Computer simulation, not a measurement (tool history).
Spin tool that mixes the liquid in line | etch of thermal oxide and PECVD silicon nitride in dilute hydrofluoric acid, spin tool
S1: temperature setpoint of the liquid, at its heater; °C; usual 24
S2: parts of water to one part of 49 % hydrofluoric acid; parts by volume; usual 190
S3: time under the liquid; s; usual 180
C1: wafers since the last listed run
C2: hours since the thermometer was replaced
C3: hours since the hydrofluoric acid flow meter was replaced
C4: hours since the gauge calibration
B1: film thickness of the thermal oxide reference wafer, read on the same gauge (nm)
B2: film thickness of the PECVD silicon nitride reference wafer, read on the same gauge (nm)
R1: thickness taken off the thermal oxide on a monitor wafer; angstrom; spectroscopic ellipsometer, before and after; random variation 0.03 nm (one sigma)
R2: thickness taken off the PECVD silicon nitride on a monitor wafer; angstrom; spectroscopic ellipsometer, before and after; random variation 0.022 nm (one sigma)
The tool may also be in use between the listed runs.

run	hour	S1	S2	S3	C1	C2	C3	C4	B1	B2	R1	R2
1	0	25.5	190	180	0	1638	1376.3	6.9	110.012	59.986	39.94	36.85
2	40.7	24	190	180	378	1678.7	1417	47.6	110.013	59.978	37.71	33.33
3	83.4	24	260	180	397	1721.4	1459.7	90.3	110	60.009	25.68	24.22
4	122.2	24	255	180	361	1760.2	1498.5	129.1	110.01	60.008	26.62	24.56
5	156.2	24	190	180	316	1794.2	1532.5	163.1	109.987	60.012	37.18	32.74
# hour 180.7: hydrofluoric acid flow meter replaced
6	211	28	130	290	500	1849	30.3	217.9	110.005	59.992	105.02	96.77
# hour 223.1: thermometer replaced
7	276.5	24	220	180	600	53.4	95.8	283.4	110.001	60	33.43	32.4
8	319	20.5	190	180	395	95.9	138.3	325.9	109.996	60.005	34.71	29.72
9	363	21	110	75	409	139.9	182.3	369.9	110.002	60.02	27.81	21.68
10	404.3	27	235	115	384	181.2	223.6	411.2	110.027	60.013	21.98	22.9
11	463	24	190	180	546	239.9	282.3	469.9	110.006	60.022	39.2	37.18
12	570	24	190	180	995	346.9	389.3	576.9	110.005	60.032	39.24	36.53
13	607	24	190	180	344	383.9	426.3	613.9	110.012	60.01	40.07	36.77
14	652.8	24	190	180	426	429.7	472.1	659.7	110	60.002	38.63	36.3
15	705.8	27	190	265	493	482.7	525.1	712.7	109.988	60.002	63.89	64.36
16	841.7	26.5	230	180	1264	618.6	661	848.6	110.019	60.004	34.09	34.96
17	911.5	24	190	180	649	688.4	730.8	918.4	110.02	59.967	39.28	35.97
18	968.8	27.5	270	290	533	745.7	788.1	975.7	109.994	59.989	45.86	50.28
19	1028.5	28.5	275	70	555	805.4	847.8	1035.4	109.994	59.985	11.3	12.74
20	1097.1	26	105	140	638	874	916.4	1104	109.985	59.975	65.17	56.13
21	1123.9	25.5	190	180	249	900.8	943.2	1130.8	110.008	60.002	41.29	38.95
22	1149.9	20	220	180	241	926.8	969.2	1156.8	110.033	59.999	28.06	23.72
23	1204.3	24	190	80	506	981.2	1023.6	1211.2	110.023	60.025	17.15	15.55
24	1241.6	22.5	240	75	347	1018.5	1060.9	1248.5	109.992	60.004	11.55	10.55

Forecast each of these 5 alternatives for the next run:
A	1242.1	24	190	180	4	1019	1061.4	1249	?	?	?	?
B	1242.1	22	95	135	4	1019	1061.4	1249	?	?	?	?
C	1242.1	24	165	180	4	1019	1061.4	1249	?	?	?	?
D	1242.1	26	255	180	4	1019	1061.4	1249	?	?	?	?
E	1242.1	28	190	180	4	1019	1061.4	1249	?	?	?	?

run	B1	B2	R1	R2
A	110.015	60.014	38.7	35.17
B	110.015	60.014	59.39	45.58
C	110.015	60.014	45.75	40.4
D	110.015	60.014	29.04	29.83
E	110.015	60.014	44.88	45.29
Without the tool's hidden state the same runs would have given:
run	R1	R2
A	39.45	37.36
B	60.95	48.67
C	46.69	42.95
D	29.46	31.56
E	45.63	47.93

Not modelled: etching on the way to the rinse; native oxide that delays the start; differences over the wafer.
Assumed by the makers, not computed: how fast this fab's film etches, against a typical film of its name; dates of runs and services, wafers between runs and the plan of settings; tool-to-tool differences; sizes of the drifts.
